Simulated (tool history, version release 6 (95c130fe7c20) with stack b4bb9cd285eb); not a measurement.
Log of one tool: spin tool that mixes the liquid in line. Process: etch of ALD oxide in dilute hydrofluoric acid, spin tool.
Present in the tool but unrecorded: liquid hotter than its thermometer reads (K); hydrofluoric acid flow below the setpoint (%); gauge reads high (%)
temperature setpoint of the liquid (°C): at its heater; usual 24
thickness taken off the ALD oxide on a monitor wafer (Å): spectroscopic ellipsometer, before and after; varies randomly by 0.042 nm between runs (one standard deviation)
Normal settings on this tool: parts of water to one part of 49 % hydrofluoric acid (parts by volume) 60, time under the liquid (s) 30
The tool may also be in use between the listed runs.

run	hour	temperature setpoint of the liquid (°C)	parts of water to one part of 49 % hydrofluoric acid (parts by volume)	time under the liquid (s)	wafers since the last listed run	hours since the thermometer was replaced	hours since the hydrofluoric acid flow meter was replaced	hours since the gauge calibration	read-back film thickness of the ALD oxide reference wafer, read on the same gauge (nm)	thickness taken off the ALD oxide on a monitor wafer (Å)
1	0	24	60	35	0	648.9	322.3	280.5	139.99	85
2	42.9	24	60	35	568	691.8	365.2	323.4	139.98	83.5
# hour 90.4: thermometer replaced
3	105.5	24	60	35	815	15.1	427.8	386	140.01	83.4
4	186.8	24	60	30	1076	96.4	509.1	467.3	139.97	71.4
5	290.2	24	60	30	1369	199.8	612.5	570.7	140	70.3
6	356.7	20	60	30	880	266.3	679	637.2	140.04	59.1
7	425.6	24	60	40	912	335.2	747.9	706.1	139.98	92.4
# hour 428.7: hydrofluoric acid flow meter replaced
8	466.3	24	60	30	525	375.9	37.6	746.8	140.01	73.4
9	526.7	24	60	30	800	436.3	98	807.2	140	74.1
10	592.5	24	60	30	871	502.1	163.8	873	140.02	73.2
11	657.2	24	60	30	857	566.8	228.5	937.7	140.03	72.9
12	714.5	24	60	30	758	624.1	285.8	995	139.98	72.8
13	811	22	40	30	1278	720.6	382.3	1091.5	140	101.7
# hour 876.2: thermometer replaced
14	880.4	22.5	60	15	906	4.2	451.7	1160.9	140.02	33.4
15	943.8	22.5	60	15	839	67.6	515.1	1224.3	140.01	33.5
16	1048	26.5	60	30	1380	171.8	619.3	1328.5	139.97	78.2
17	1146.3	20.5	60	15	1302	270.1	717.6	1426.8	139.96	30.1

Run 18 is up next; what results do you expect?
# hour 1178: hydrofluoric acid flow meter replaced
18	1219.5	24	60	30	956	343.3	41.5	1500	?	?

{"run 18": {"read-back film thickness of the ALD oxide reference wafer, read on the same gauge (nm)": 140.04, "thickness taken off the ALD oxide on a monitor wafer (Å)": 73.4}}
Minus the tool's unlogged condition, the same run would have read thickness taken off the ALD oxide on a monitor wafer (Å) 74.1.

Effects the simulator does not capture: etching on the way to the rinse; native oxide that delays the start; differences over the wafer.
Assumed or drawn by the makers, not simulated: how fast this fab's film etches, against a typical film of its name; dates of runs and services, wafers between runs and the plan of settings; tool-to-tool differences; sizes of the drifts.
